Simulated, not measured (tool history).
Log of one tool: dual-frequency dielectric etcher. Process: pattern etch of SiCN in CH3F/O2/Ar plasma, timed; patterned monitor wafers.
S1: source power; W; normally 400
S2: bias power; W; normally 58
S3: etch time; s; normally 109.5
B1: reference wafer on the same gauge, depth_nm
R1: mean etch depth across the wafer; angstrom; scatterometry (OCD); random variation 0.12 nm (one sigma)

{"run": 1, "hour": 0.0, "S1": 400, "S2": 58, "S3": 121.5, "B1": 41.5, "R1": 454.7}
{"run": 2, "hour": 64.7, "S1": 400, "S2": 47, "S3": 109.5, "B1": 41.49, "R1": 373.7}
{"run": 3, "hour": 97.9, "S1": 400, "S2": 47, "S3": 109.5, "B1": 41.5, "R1": 374.3}
{"run": 4, "hour": 137.6, "S1": 400, "S2": 54, "S3": 118.5, "B1": 41.54, "R1": 433.3}
{"run": 5, "hour": 199.6, "S1": 400, "S2": 54, "S3": 118.5, "B1": 41.51, "R1": 433.5}
{"hour": 278.6, "done": "gauge calibrated"}
{"hour": 295.9, "done": "wet clean of the chamber"}
{"run": 6, "hour": 412.7, "S1": 400, "S2": 54, "S3": 118.5, "B1": 41.51, "R1": 428.9}
{"run": 7, "hour": 484.3, "S1": 340, "S2": 58, "S3": 109.5, "B1": 41.5, "R1": 390.2}
{"run": 8, "hour": 550.7, "S1": 340, "S2": 58, "S3": 109.5, "B1": 41.49, "R1": 396.2}
{"hour": 610.5, "done": "wet clean of the chamber"}
{"run": 9, "hour": 620.8, "S1": 340, "S2": 58, "S3": 109.5, "B1": 41.51, "R1": 385.7}
{"run": 10, "hour": 680.3, "S1": 360, "S2": 58, "S3": 98.5, "B1": 41.53, "R1": 356.8}
{"run": 11, "hour": 704.6, "S1": 400, "S2": 58, "S3": 109.5, "B1": 41.48, "R1": 412.3}
{"hour": 738.9, "done": "bias power generator calibrated"}
{"hour": 766.8, "done": "source power generator calibrated"}
{"hour": 786.9, "done": "upper electrode replaced"}
{"run": 12, "hour": 787.4, "S1": 400, "S2": 58, "S3": 109.5, "B1": 41.48, "R1": 407.5}
{"run": 13, "hour": 834.7, "S1": 400, "S2": 58, "S3": 109.5, "B1": 41.47, "R1": 409.3}
{"run": 14, "hour": 866.7, "S1": 400, "S2": 52, "S3": 101.0, "B1": 41.5, "R1": 361.6}
{"run": 15, "hour": 891.3, "S1": 400, "S2": 58, "S3": 109.5, "B1": 41.5, "R1": 409.7}
{"hour": 943.6, "done": "wet clean of the chamber"}
{"run": 16, "hour": 944.1, "S1": 400, "S2": 48, "S3": 141.0, "B1": 41.49, "R1": 471.7}
{"run": 17, "hour": 988.9, "S1": 400, "S2": 46, "S3": 122.5, "B1": 41.48, "R1": 408.6}
{"run": 18, "hour": 1034.6, "S1": 320, "S2": 58, "S3": 140.0, "B1": 41.5, "R1": 481.1}
{"run": 19, "hour": 1098.9, "S1": 430, "S2": 58, "S3": 119.5, "B1": 41.45, "R1": 455.0}
{"run": 20, "hour": 1142.9, "S1": 400, "S2": 58, "S3": 109.5, "B1": 41.49, "R1": 409.7}
{"run": 21, "hour": 1188.1, "S1": 350, "S2": 50, "S3": 84.0, "B1": 41.51, "R1": 280.2}
{"run": 22, "hour": 1215.2, "S1": 460, "S2": 65, "S3": 109.5, "B1": 41.53, "R1": 451.0}
{"hour": 1236.6, "done": "gauge calibrated"}
{"run": 23, "hour": 1269.7, "S1": 470, "S2": 58, "S3": 80.0, "B1": 41.51, "R1": 316.7}
{"hour": 1342.4, "done": "wet clean of the chamber"}
{"run": 24, "hour": 1342.9, "S1": 400, "S2": 58, "S3": 109.5, "B1": 41.52, "R1": 401.2}
{"run": 25, "hour": 1398.7, "S1": 400, "S2": 46, "S3": 77.5, "B1": 41.49, "R1": 256.1}
{"run": 26, "hour": 1445.5, "S1": 400, "S2": 58, "S3": 109.5, "B1": 41.52, "R1": 405.3}
{"run": 27, "hour": 1514.5, "S1": 400, "S2": 58, "S3": 90.0, "B1": 41.52, "R1": 332.4}
{"run": 28, "hour": 1574.9, "S1": 400, "S2": 64, "S3": 109.5, "B1": 41.51, "R1": 426.6}

5 ways to go on from here, each from the tool as it stands after run 28. What would each give?
{"run": "A", "hour": 1575.3, "S1": 400, "S2": 50, "S3": 109.5, "B1": "?", "R1": "?"}
{"run": "B", "hour": 1575.3, "S1": 450, "S2": 69, "S3": 109.5, "B1": "?", "R1": "?"}
{"run": "C", "hour": 1575.3, "S1": 350, "S2": 58, "S3": 109.5, "B1": "?", "R1": "?"}
{"run": "D", "hour": 1575.3, "S1": 400, "S2": 52, "S3": 109.5, "B1": "?", "R1": "?"}
{"run": "E", "hour": 1575.3, "S1": 300, "S2": 48, "S3": 109.5, "B1": "?", "R1": "?"}

run=A B1=41.48 R1=383.2
run=B B1=41.48 R1=460.0
run=C B1=41.48 R1=392.3
run=D B1=41.48 R1=390.0
run=E B1=41.48 R1=342.6
Without the tool's unlogged condition, the same runs would have read:
run=A R1=377.0
run=B R1=452.5
run=C R1=385.9
run=D R1=383.7
run=E R1=337.0
